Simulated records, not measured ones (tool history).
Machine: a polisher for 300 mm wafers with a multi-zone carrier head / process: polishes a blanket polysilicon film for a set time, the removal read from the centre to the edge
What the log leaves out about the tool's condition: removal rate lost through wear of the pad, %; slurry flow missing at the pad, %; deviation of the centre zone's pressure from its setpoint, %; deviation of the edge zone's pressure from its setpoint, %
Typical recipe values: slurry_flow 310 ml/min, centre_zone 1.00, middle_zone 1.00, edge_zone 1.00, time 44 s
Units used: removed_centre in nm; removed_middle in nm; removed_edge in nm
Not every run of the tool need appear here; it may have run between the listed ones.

| run | hour | slurry_flow | centre_zone | middle_zone | edge_zone | time | wafers since the last listed run | wafers polished on this pad | hours since the slurry nozzle was cleaned | hours since the centre zone pressure was calibrated | hours since the edge zone pressure was calibrated | hours since the carrier head's membrane was replaced | incoming thickness of the incoming film, nm | removed_centre | removed_middle | removed_edge |
|---|---|---|---|---|---|---|---|---|---|---|---|---|---|---|---|---|
| 1 | 0.0 | 310 | 1.00 | 1.00 | 1.00 | 51 | 0 | 1055 | 308.4 | 1194.0 | 822.2 | 1767.0 | 1621.0 | 362.4 | 405.9 | 398.6 |
|  | 44.6 | slurry nozzle cleaned |
|  | 47.3 | edge zone pressure recalibrated |
| 2 | 71.4 | 310 | 1.00 | 1.00 | 1.00 | 44 | 850 | 1906 | 26.8 | 1265.4 | 24.1 | 1838.4 | 1653.5 | 308.8 | 342.2 | 344.2 |
|  | 107.0 | centre zone pressure recalibrated |
| 3 | 139.1 | 310 | 1.00 | 1.00 | 1.00 | 44 | 816 | 2723 | 94.5 | 32.1 | 91.8 | 1906.1 | 1613.9 | 345.1 | 347.3 | 339.5 |
|  | 203.3 | carrier head's membrane replaced by a new one |
| 4 | 203.7 | 310 | 1.00 | 0.94 | 1.00 | 55 | 741 | 3464 | 159.1 | 96.7 | 156.4 | 0.4 | 1645.7 | 422.6 | 415.0 | 435.5 |
|  | 226.8 | worn pad replaced by a new one |
| 5 | 269.3 | 310 | 1.00 | 0.94 | 1.00 | 55 | 765 | 528 | 224.7 | 162.3 | 222.0 | 66.0 | 1629.8 | 428.6 | 416.8 | 429.7 |
| 6 | 319.1 | 265 | 1.00 | 1.00 | 1.00 | 44 | 619 | 1147 | 274.5 | 212.1 | 271.8 | 115.8 | 1639.1 | 331.4 | 338.2 | 338.8 |
|  | 344.3 | slurry nozzle cleaned |
| 7 | 379.3 | 210 | 1.00 | 1.00 | 1.00 | 32 | 736 | 1883 | 35.0 | 272.3 | 332.0 | 176.0 | 1658.7 | 231.1 | 240.8 | 246.5 |
| 8 | 446.8 | 310 | 1.12 | 0.96 | 1.00 | 44 | 839 | 2723 | 102.5 | 339.8 | 399.5 | 243.5 | 1627.2 | 372.3 | 337.9 | 338.4 |
|  | 558.4 | worn pad replaced by a new one |
| 9 | 562.8 | 310 | 1.00 | 1.00 | 1.00 | 44 | 1392 | 54 | 218.5 | 455.8 | 515.5 | 359.5 | 1646.3 | 333.0 | 344.9 | 337.3 |
| 10 | 587.7 | 310 | 0.92 | 1.00 | 1.00 | 50 | 309 | 364 | 243.4 | 480.7 | 540.4 | 384.4 | 1609.8 | 343.9 | 386.3 | 384.6 |
| 11 | 640.5 | 310 | 0.89 | 1.08 | 0.92 | 55 | 656 | 1021 | 296.2 | 533.5 | 593.2 | 437.2 | 1632.2 | 364.4 | 449.7 | 417.4 |
|  | 655.0 | slurry nozzle cleaned |
| 12 | 689.0 | 375 | 1.00 | 1.00 | 1.00 | 44 | 590 | 1611 | 34.0 | 582.0 | 641.7 | 485.7 | 1653.5 | 334.3 | 343.5 | 345.7 |
| 13 | 729.1 | 310 | 1.00 | 1.00 | 1.00 | 44 | 498 | 2110 | 74.1 | 622.1 | 681.8 | 525.8 | 1635.9 | 326.9 | 339.6 | 341.7 |
| 14 | 788.5 | 310 | 1.00 | 1.00 | 1.00 | 44 | 738 | 2848 | 133.5 | 681.5 | 741.2 | 585.2 | 1607.9 | 324.8 | 344.9 | 346.7 |
|  | 815.9 | edge zone pressure recalibrated |
| 15 | 816.4 | 310 | 1.07 | 1.00 | 1.00 | 35 | 322 | 3171 | 161.4 | 709.4 | 0.5 | 613.1 | 1653.6 | 281.0 | 277.2 | 273.5 |
| 16 | 873.4 | 405 | 1.00 | 1.00 | 1.12 | 30 | 708 | 3879 | 218.4 | 766.4 | 57.5 | 670.1 | 1658.6 | 222.4 | 237.1 | 249.5 |
|  | 880.3 | worn pad replaced by a new one |
| 17 | 940.8 | 245 | 0.93 | 1.09 | 0.90 | 44 | 788 | 751 | 285.8 | 833.8 | 124.9 | 737.5 | 1638.5 | 293.4 | 359.3 | 323.2 |

For run 18, what comes out?
| 18 | 969.7 | 310 | 0.89 | 1.08 | 0.92 | 55 | 359 | 1111 | 314.7 | 862.7 | 153.8 | 766.4 | 1617.7 | ? | ? | ? |

Run 18 gave removed_centre 353.5 nm, removed_middle 446.0 nm, removed_edge 411.7 nm.
Take away the tool's hidden state, keep the run-to-run variation as it was, and the same run would have given removed_centre 370.9 nm, removed_middle 445.9 nm, removed_edge 411.7 nm.
